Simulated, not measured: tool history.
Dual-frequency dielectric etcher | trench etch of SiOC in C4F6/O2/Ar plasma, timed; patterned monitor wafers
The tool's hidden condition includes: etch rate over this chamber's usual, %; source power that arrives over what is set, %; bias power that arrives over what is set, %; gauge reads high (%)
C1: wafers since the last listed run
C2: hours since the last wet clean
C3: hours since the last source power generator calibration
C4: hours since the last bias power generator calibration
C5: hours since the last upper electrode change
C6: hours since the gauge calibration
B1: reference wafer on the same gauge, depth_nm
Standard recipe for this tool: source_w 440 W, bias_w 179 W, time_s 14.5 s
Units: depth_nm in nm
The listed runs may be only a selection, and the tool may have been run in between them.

Run 1, hour 0: usual settings; C1 0; C2 432.8; C3 38.1; C4 30.5; C5 3959.1; C6 1114.2; B1 24.48. Result: depth_nm 30.5 nm.
Run 2, hour 15.4: usual settings; C1 258; C2 448.2; C3 53.5; C4 45.9; C5 3974.5; C6 1129.6; B1 24.48. Result: depth_nm 30.77 nm.
Run 3, hour 49.7: usual settings; C1 576; C2 482.5; C3 87.8; C4 80.2; C5 4008.8; C6 1163.9; B1 24.5. Result: depth_nm 30.51 nm.
Run 4, hour 79.2: usual settings; C1 495; C2 512; C3 117.3; C4 109.7; C5 4038.3; C6 1193.4; B1 24.51. Result: depth_nm 30.4 nm.
Run 5, hour 109.8: usual settings but source_w 410 W; C1 514; C2 542.6; C3 147.9; C4 140.3; C5 4068.9; C6 1224; B1 24.52. Result: depth_nm 30.09 nm.
At hour 127.7: gauge calibrated.
At hour 135.5: wet clean of the chamber.
Run 6, hour 136: usual settings; C1 36; C2 0.5; C3 174.1; C4 166.5; C5 4095.1; C6 8.3; B1 24.5. Result: depth_nm 29.35 nm.
Run 7, hour 156.8: usual settings; C1 349; C2 21.3; C3 194.9; C4 187.3; C5 4115.9; C6 29.1; B1 24.51. Result: depth_nm 29.36 nm.
Run 8, hour 184.4: usual settings; C1 463; C2 48.9; C3 222.5; C4 214.9; C5 4143.5; C6 56.7; B1 24.5. Result: depth_nm 29.63 nm.
Run 9, hour 215.8: usual settings but source_w 370 W; C1 527; C2 80.3; C3 253.9; C4 246.3; C5 4174.9; C6 88.1; B1 24.49. Result: depth_nm 27.95 nm.
Run 10, hour 229.9: usual settings but source_w 540 W, bias_w 159 W, time_s 13 s; C1 237; C2 94.4; C3 268; C4 260.4; C5 4189; C6 102.2; B1 24.51. Result: depth_nm 27.73 nm.
Run 11, hour 314.3: usual settings; C1 1418; C2 178.8; C3 352.4; C4 344.8; C5 4273.4; C6 186.6; B1 24.5. Result: depth_nm 29.77 nm.
Run 12, hour 335.9: usual settings but source_w 330 W, bias_w 208 W, time_s 16 s; C1 363; C2 200.4; C3 374; C4 366.4; C5 4295; C6 208.2; B1 24.5. Result: depth_nm 31.01 nm.
Run 13, hour 365.9: usual settings but source_w 540 W, bias_w 210 W, time_s 17 s; C1 504; C2 230.4; C3 404; C4 396.4; C5 4325; C6 238.2; B1 24.49. Result: depth_nm 39.72 nm.
Run 14, hour 389.1: usual settings but source_w 350 W, bias_w 214 W, time_s 10.5 s; C1 390; C2 253.6; C3 427.2; C4 419.6; C5 4348.2; C6 261.4; B1 24.54. Result: depth_nm 21.05 nm.
Run 15, hour 402: usual settings; C1 216; C2 266.5; C3 440.1; C4 432.5; C5 4361.1; C6 274.3; B1 24.48. Result: depth_nm 30.09 nm.
Run 16, hour 465.2: usual settings but source_w 540 W; C1 1062; C2 329.7; C3 503.3; C4 495.7; C5 4424.3; C6 337.5; B1 24.51. Result: depth_nm 32.44 nm.
Run 17, hour 481.1: usual settings; C1 267; C2 345.6; C3 519.2; C4 511.6; C5 4440.2; C6 353.4; B1 24.5. Result: depth_nm 30.34 nm.
At hour 514.2: upper electrode replaced.
Run 18, hour 514.7: usual settings; C1 161; C2 379.2; C3 552.8; C4 545.2; C5 0.5; C6 387; B1 24.5. Result: depth_nm 30.13 nm.
Run 19, hour 528.7: usual settings; C1 235; C2 393.2; C3 566.8; C4 559.2; C5 14.5; C6 401; B1 24.48. Result: depth_nm 30.41 nm.
Run 20, hour 555.9: usual settings; C1 457; C2 420.4; C3 594; C4 586.4; C5 41.7; C6 428.2; B1 24.5. Result: depth_nm 30.64 nm.
Run 21, hour 587.2: usual settings but source_w 490 W, bias_w 155 W, time_s 18.5 s; C1 526; C2 451.7; C3 625.3; C4 617.7; C5 73; C6 459.5; B1 24.47. Result: depth_nm 38.88 nm.
Run 22, hour 603.9: usual settings; C1 280; C2 468.4; C3 642; C4 634.4; C5 89.7; C6 476.2; B1 24.51. Result: depth_nm 30.86 nm.
Run 23, hour 625.8: usual settings but source_w 470 W, bias_w 200 W, time_s 10.5 s; C1 368; C2 490.3; C3 663.9; C4 656.3; C5 111.6; C6 498.1; B1 24.5. Result: depth_nm 23.41 nm.
At hour 697.8: wet clean of the chamber.
Run 24, hour 698.3: usual settings but source_w 530 W, time_s 13.5 s; C1 815; C2 0.5; C3 736.4; C4 728.8; C5 184.1; C6 570.6; B1 24.5. Result: depth_nm 29.27 nm.
Run 25, hour 710.7: usual settings but time_s 13 s; C1 208; C2 12.9; C3 748.8; C4 741.2; C5 196.5; C6 583; B1 24.5. Result: depth_nm 26.53 nm.
Run 26, hour 736.1: usual settings but source_w 380 W, bias_w 155 W, time_s 16 s; C1 426; C2 38.3; C3 774.2; C4 766.6; C5 221.9; C6 608.4; B1 24.51. Result: depth_nm 29.95 nm.
Run 27, hour 771.4: usual settings but source_w 530 W; C1 593; C2 73.6; C3 809.5; C4 801.9; C5 257.2; C6 643.7; B1 24.49. Result: depth_nm 31.98 nm.
Run 28, hour 796.6: usual settings but source_w 400 W, time_s 17 s; C1 423; C2 98.8; C3 834.7; C4 827.1; C5 282.4; C6 668.9; B1 24.51. Result: depth_nm 33.89 nm.
Run 29, hour 827.8: usual settings but time_s 18 s; C1 524; C2 130; C3 865.9; C4 858.3; C5 313.6; C6 700.1; B1 24.47. Result: depth_nm 37.15 nm.

5 options for the next run, each taken on its own from the tool as it stands now. Forecast them:
Run A, hour 828.2: usual settings; C1 6; C2 130.4; C3 866.3; C4 858.7; C5 314; C6 700.5; B1 ?. Result: depth_nm ?.
Run B, hour 828.2: usual settings but source_w 350 W, bias_w 196 W, time_s 17.5 s; C1 6; C2 130.4; C3 866.3; C4 858.7; C5 314; C6 700.5; B1 ?. Result: depth_nm ?.
Run C, hour 828.2: usual settings but source_w 520 W, bias_w 154 W, time_s 11 s; C1 6; C2 130.4; C3 866.3; C4 858.7; C5 314; C6 700.5; B1 ?. Result: depth_nm ?.
Run D, hour 828.2: usual settings but source_w 500 W, bias_w 166 W, time_s 11.5 s; C1 6; C2 130.4; C3 866.3; C4 858.7; C5 314; C6 700.5; B1 ?. Result: depth_nm ?.
Run E, hour 828.2: usual settings but source_w 470 W, bias_w 164 W, time_s 11.5 s; C1 6; C2 130.4; C3 866.3; C4 858.7; C5 314; C6 700.5; B1 ?. Result: depth_nm ?.

run     B1  depth_nm
  A  24.51     29.85
  B  24.51     34.09
  C  24.51     23.14
  D  24.51      24.3
  E  24.51     23.69
Without the tool's unlogged condition, the same runs would have read:
run  depth_nm
  A     29.53
  B     33.73
  C     22.89
  D     24.04
  E     23.44
